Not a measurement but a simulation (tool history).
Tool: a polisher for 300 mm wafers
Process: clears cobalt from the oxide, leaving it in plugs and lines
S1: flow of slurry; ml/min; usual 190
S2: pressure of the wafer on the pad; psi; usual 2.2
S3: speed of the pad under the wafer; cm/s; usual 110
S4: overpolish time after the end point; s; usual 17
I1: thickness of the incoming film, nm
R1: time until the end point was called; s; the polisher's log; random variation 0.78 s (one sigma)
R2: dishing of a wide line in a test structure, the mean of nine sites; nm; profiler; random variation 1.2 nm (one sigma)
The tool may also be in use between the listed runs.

run	hour	S1	S2	S3	S4	I1	R1	R2
1	0.0	190	2.2	110	17	253.9	41.6	63.8
# hour 10.9: slurry nozzle cleaned
2	33.7	190	2.2	110	17	249.3	40.8	62.5
3	56.4	190	2.2	110	17	249.6	42.3	61.2
4	87.8	190	2.2	110	17	251.0	41.7	62.2
# hour 93.8: worn pad replaced by a new one
5	101.5	190	2.2	110	17	252.1	41.1	63.5
6	124.9	190	2.2	110	17	251.4	43.2	62.6
7	212.0	190	2.2	110	17	249.5	39.5	62.1
# hour 229.7: worn pad replaced by a new one
8	230.2	190	2.2	110	17	253.6	41.7	60.4
9	240.9	190	2.2	110	17	254.3	43.4	62.0
# hour 252.1: slurry nozzle cleaned
10	261.5	190	1.6	110	17	254.3	58.4	53.0
11	283.1	190	1.6	110	17	250.6	55.6	53.7
12	315.3	190	1.6	110	17	249.2	55.7	54.4
13	342.4	190	2.2	110	17	249.2	40.5	60.2
14	355.4	190	2.2	76	10	252.4	57.4	37.3
# hour 386.3: worn pad replaced by a new one
15	386.8	190	2.2	86	10	252.5	49.0	41.8
16	400.6	190	2.9	110	17	246.0	30.9	71.7
17	422.0	190	2.2	110	21	249.7	40.1	69.0
18	446.9	190	2.2	110	26	247.8	42.0	73.0
# hour 474.9: slurry nozzle cleaned
19	475.4	210	2.2	110	17	247.0	39.4	62.3
20	503.9	190	2.4	96	17	252.4	42.7	60.9
21	535.8	140	2.6	138	21	249.6	29.9	74.8
# hour 542.7: worn pad replaced by a new one
# hour 559.0: head pressure recalibrated
22	569.4	190	2.2	110	17	254.3	43.0	62.5
23	588.8	190	2.2	110	17	253.1	41.3	62.5
24	608.2	190	2.2	110	17	244.8	38.4	62.4
25	623.1	190	2.2	110	17	247.6	39.9	63.3
26	695.4	190	2.2	110	17	255.0	43.1	65.0
# hour 700.0: worn pad replaced by a new one
27	708.6	140	2.2	110	17	248.5	42.6	61.1

3 ways to go on from here, each from the tool as it stands after run 27. What would each give?
A	709.0	190	2.2	110	17	250.4	?	?
B	709.0	240	2.2	82	14	250.4	?	?
C	709.0	250	2.2	110	17	250.4	?	?

run	R1	R2
A	40.8	62.8
B	51.2	50.0
C	39.5	63.7
Without the tool's hidden state the same runs would have given:
run	R1	R2
A	40.8	62.8
B	51.2	50.0
C	39.5	63.7
